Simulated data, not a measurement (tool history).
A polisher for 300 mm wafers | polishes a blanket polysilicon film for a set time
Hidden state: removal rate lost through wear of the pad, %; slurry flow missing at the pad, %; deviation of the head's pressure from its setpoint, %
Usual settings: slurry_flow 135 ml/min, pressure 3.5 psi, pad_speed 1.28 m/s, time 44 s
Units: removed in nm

run	hour	slurry_flow	pressure	pad_speed	time	wafers since the last listed run	wafers polished on this pad	hours since the slurry nozzle was cleaned	hours since the head pressure was calibrated	incoming thickness of the incoming film, nm	removed
1	0.0	135	3.5	1.28	44	0	1359	300.0	905.6	1820.1	531.8
# hour 11.2: worn pad replaced by a new one
2	32.7	135	3.5	1.28	44	398	298	332.7	938.3	1841.2	512.5
# hour 41.4: slurry nozzle cleaned
3	64.9	135	3.5	1.28	44	433	732	23.5	970.5	1825.7	512.7
4	86.5	135	3.5	1.28	44	300	1032	45.1	992.1	1835.1	517.1
5	111.4	100	3.5	1.28	44	345	1378	70.0	1017.0	1809.2	469.8
6	135.5	100	3.5	1.28	44	334	1713	94.1	1041.1	1810.1	476.2
# hour 144.9: worn pad replaced by a new one
7	158.2	135	3.5	1.28	44	259	185	116.8	1063.8	1829.0	506.8
8	184.7	135	3.5	1.28	44	368	553	143.3	1090.3	1840.6	512.2
9	218.3	135	3.5	1.28	44	466	1020	176.9	1123.9	1822.8	514.5
10	240.4	135	3.5	1.28	44	307	1327	199.0	1146.0	1851.0	516.8
# hour 257.1: worn pad replaced by a new one
11	271.6	135	3.5	1.28	44	377	200	230.2	1177.2	1801.8	508.7
12	305.2	135	3.5	1.28	44	466	667	263.8	1210.8	1848.0	508.6
13	325.8	135	3.5	1.28	44	286	953	284.4	1231.4	1845.2	501.1
# hour 331.1: slurry nozzle cleaned
14	356.1	135	3.5	1.28	44	407	1361	25.0	1261.7	1802.2	520.7
15	376.7	135	3.5	1.46	44	286	1647	45.6	1282.3	1835.2	565.6
# hour 388.9: worn pad replaced by a new one
16	393.4	150	3.9	1.28	44	176	62	62.3	1299.0	1833.8	572.3
17	426.0	95	3.5	0.86	54	452	515	94.9	1331.6	1813.2	442.4
18	438.0	135	3.5	1.28	44	166	682	106.9	1343.6	1814.8	502.7
19	456.1	135	3.9	1.44	44	251	934	125.0	1361.7	1816.6	614.6
# hour 464.6: head pressure recalibrated
20	487.5	95	4.2	1.58	59	408	1342	156.4	22.9	1814.5	958.5
21	509.4	155	3.2	1.28	44	304	1647	178.3	44.8	1818.5	544.2
# hour 516.4: worn pad replaced by a new one
22	538.7	100	3.5	1.28	44	351	309	207.6	74.1	1834.0	524.8
23	554.8	165	2.8	1.02	44	223	533	223.7	90.2	1806.8	423.1
24	584.3	135	3.5	1.28	44	409	942	253.2	119.7	1843.5	559.9
25	601.9	135	3.5	1.28	44	244	1187	270.8	137.3	1820.9	562.9
26	618.6	135	3.5	1.28	44	232	1419	287.5	154.0	1810.2	555.5
# hour 634.8: worn pad replaced by a new one
27	637.0	135	3.5	1.04	44	200	29	305.9	172.4	1798.5	491.0

Measured less the same run without the tool's hidden state. The same run-to-run variation is in both; the gauge's scatter may not be:
run	removed
1	-64.9
2	-63.1
3	-63.7
4	-64.5
5	-59.0
6	-60.1
7	-64.3
8	-65.2
9	-65.9
10	-66.5
11	-65.7
12	-66.0
13	-65.3
14	-68.0
15	-74.1
16	-75.1
17	-58.2
18	-66.2
19	-81.2
20	+3.8
21	-0.5
22	-3.8
23	-4.5
24	-9.2
25	-11.1
26	-12.7
27	-12.8

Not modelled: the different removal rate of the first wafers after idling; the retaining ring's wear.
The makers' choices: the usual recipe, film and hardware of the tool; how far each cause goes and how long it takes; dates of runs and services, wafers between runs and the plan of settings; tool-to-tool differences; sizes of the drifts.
